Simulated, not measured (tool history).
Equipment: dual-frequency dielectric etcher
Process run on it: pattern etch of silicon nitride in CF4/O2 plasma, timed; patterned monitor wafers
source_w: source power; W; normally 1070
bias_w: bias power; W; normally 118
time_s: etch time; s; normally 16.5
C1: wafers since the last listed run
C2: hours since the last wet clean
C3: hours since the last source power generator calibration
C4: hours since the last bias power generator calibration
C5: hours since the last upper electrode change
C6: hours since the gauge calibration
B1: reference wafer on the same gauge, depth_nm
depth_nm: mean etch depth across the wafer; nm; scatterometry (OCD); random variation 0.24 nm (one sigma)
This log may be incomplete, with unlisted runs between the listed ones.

{"run": 1, "hour": 0.0, "source_w": 1070, "bias_w": 118, "time_s": 16.5, "C1": 0, "C2": 194.8, "C3": 1723.9, "C4": 4171.1, "C5": 3094.3, "C6": 153.5, "B1": 42.4, "depth_nm": 50.1}
{"run": 2, "hour": 10.6, "source_w": 1070, "bias_w": 118, "time_s": 16.5, "C1": 178, "C2": 205.4, "C3": 1734.5, "C4": 4181.7, "C5": 3104.9, "C6": 164.1, "B1": 42.4, "depth_nm": 50.0}
{"run": 3, "hour": 19.3, "source_w": 1070, "bias_w": 118, "time_s": 16.5, "C1": 146, "C2": 214.1, "C3": 1743.2, "C4": 4190.4, "C5": 3113.6, "C6": 172.8, "B1": 42.4, "depth_nm": 49.8}
{"hour": 24.1, "done": "gauge calibrated"}
{"run": 4, "hour": 26.8, "source_w": 1070, "bias_w": 118, "time_s": 16.5, "C1": 126, "C2": 221.6, "C3": 1750.7, "C4": 4197.9, "C5": 3121.1, "C6": 2.7, "B1": 42.4, "depth_nm": 49.7}
{"run": 5, "hour": 37.3, "source_w": 1070, "bias_w": 118, "time_s": 16.5, "C1": 176, "C2": 232.1, "C3": 1761.2, "C4": 4208.4, "C5": 3131.6, "C6": 13.2, "B1": 42.4, "depth_nm": 49.2}
{"run": 6, "hour": 48.1, "source_w": 1270, "bias_w": 118, "time_s": 15.0, "C1": 181, "C2": 242.9, "C3": 1772.0, "C4": 4219.2, "C5": 3142.4, "C6": 24.0, "B1": 42.4, "depth_nm": 54.4}
{"run": 7, "hour": 64.7, "source_w": 1070, "bias_w": 118, "time_s": 16.5, "C1": 279, "C2": 259.5, "C3": 1788.6, "C4": 4235.8, "C5": 3159.0, "C6": 40.6, "B1": 42.4, "depth_nm": 50.1}
{"run": 8, "hour": 78.9, "source_w": 1070, "bias_w": 118, "time_s": 16.5, "C1": 239, "C2": 273.7, "C3": 1802.8, "C4": 4250.0, "C5": 3173.2, "C6": 54.8, "B1": 42.4, "depth_nm": 49.6}
{"hour": 94.0, "done": "source power generator calibrated"}
{"hour": 114.6, "done": "upper electrode replaced"}
{"run": 9, "hour": 115.1, "source_w": 1070, "bias_w": 118, "time_s": 16.5, "C1": 196, "C2": 309.9, "C3": 21.1, "C4": 4286.2, "C5": 0.5, "C6": 91.0, "B1": 42.4, "depth_nm": 49.2}
{"run": 10, "hour": 115.4, "source_w": 1070, "bias_w": 118, "time_s": 16.5, "C1": 5, "C2": 310.2, "C3": 21.4, "C4": 4286.5, "C5": 0.8, "C6": 91.3, "B1": 42.4, "depth_nm": 49.4}
{"run": 11, "hour": 120.1, "source_w": 870, "bias_w": 140, "time_s": 12.0, "C1": 79, "C2": 314.9, "C3": 26.1, "C4": 4291.2, "C5": 5.5, "C6": 96.0, "B1": 42.3, "depth_nm": 30.3}
{"hour": 145.5, "done": "wet clean of the chamber"}
{"run": 12, "hour": 146.0, "source_w": 1190, "bias_w": 133, "time_s": 16.5, "C1": 32, "C2": 0.5, "C3": 52.0, "C4": 4317.1, "C5": 31.4, "C6": 121.9, "B1": 42.4, "depth_nm": 55.5}
{"run": 13, "hour": 146.4, "source_w": 860, "bias_w": 89, "time_s": 11.5, "C1": 6, "C2": 0.9, "C3": 52.4, "C4": 4317.5, "C5": 31.8, "C6": 122.3, "B1": 42.4, "depth_nm": 24.6}
{"run": 14, "hour": 158.1, "source_w": 1070, "bias_w": 118, "time_s": 21.5, "C1": 197, "C2": 12.6, "C3": 64.1, "C4": 4329.2, "C5": 43.5, "C6": 134.0, "B1": 42.4, "depth_nm": 62.7}
{"run": 15, "hour": 166.6, "source_w": 1070, "bias_w": 118, "time_s": 16.5, "C1": 143, "C2": 21.1, "C3": 72.6, "C4": 4337.7, "C5": 52.0, "C6": 142.5, "B1": 42.4, "depth_nm": 47.8}
{"hour": 180.2, "done": "gauge calibrated"}
{"hour": 192.7, "done": "wet clean of the chamber, repeated, since the last time left the tool worse"}
{"hour": 203.8, "done": "bias power generator calibrated"}
{"run": 16, "hour": 205.6, "source_w": 1070, "bias_w": 118, "time_s": 16.5, "C1": 185, "C2": 12.9, "C3": 111.6, "C4": 1.8, "C5": 91.0, "C6": 25.4, "B1": 42.4, "depth_nm": 51.3}
{"run": 17, "hour": 217.8, "source_w": 890, "bias_w": 105, "time_s": 21.0, "C1": 205, "C2": 25.1, "C3": 123.8, "C4": 14.0, "C5": 103.2, "C6": 37.6, "B1": 42.4, "depth_nm": 52.0}
{"run": 18, "hour": 257.3, "source_w": 1320, "bias_w": 140, "time_s": 16.5, "C1": 665, "C2": 64.6, "C3": 163.3, "C4": 53.5, "C5": 142.7, "C6": 77.1, "B1": 42.4, "depth_nm": 66.3}
{"run": 19, "hour": 281.7, "source_w": 980, "bias_w": 147, "time_s": 21.0, "C1": 411, "C2": 89.0, "C3": 187.7, "C4": 77.9, "C5": 167.1, "C6": 101.5, "B1": 42.4, "depth_nm": 62.6}
{"run": 20, "hour": 294.4, "source_w": 820, "bias_w": 118, "time_s": 16.5, "C1": 214, "C2": 101.7, "C3": 200.4, "C4": 90.6, "C5": 179.8, "C6": 114.2, "B1": 42.4, "depth_nm": 38.2}

The tool's hidden state at each run:
source power that arrives over what is set, %: 0 on each run
bias power that arrives over what is set, %: 0 on each run
gauge reads high (%): 0 on each run
H1: etch rate over this chamber's usual, %
run=1 H1=-2.4
run=2 H1=-2.52
run=3 H1=-2.63
run=4 H1=-2.72
run=5 H1=-2.84
run=6 H1=-2.97
run=7 H1=-3.16
run=8 H1=-3.33
run=9 H1=-3.76
run=10 H1=-3.76
run=11 H1=-3.81
run=12 H1=-6.35
run=13 H1=-6.35
run=14 H1=-6.49
run=15 H1=-6.59
run=16 H1=0.4
run=17 H1=0.257
run=18 H1=-0.209
run=19 H1=-0.496
run=20 H1=-0.646
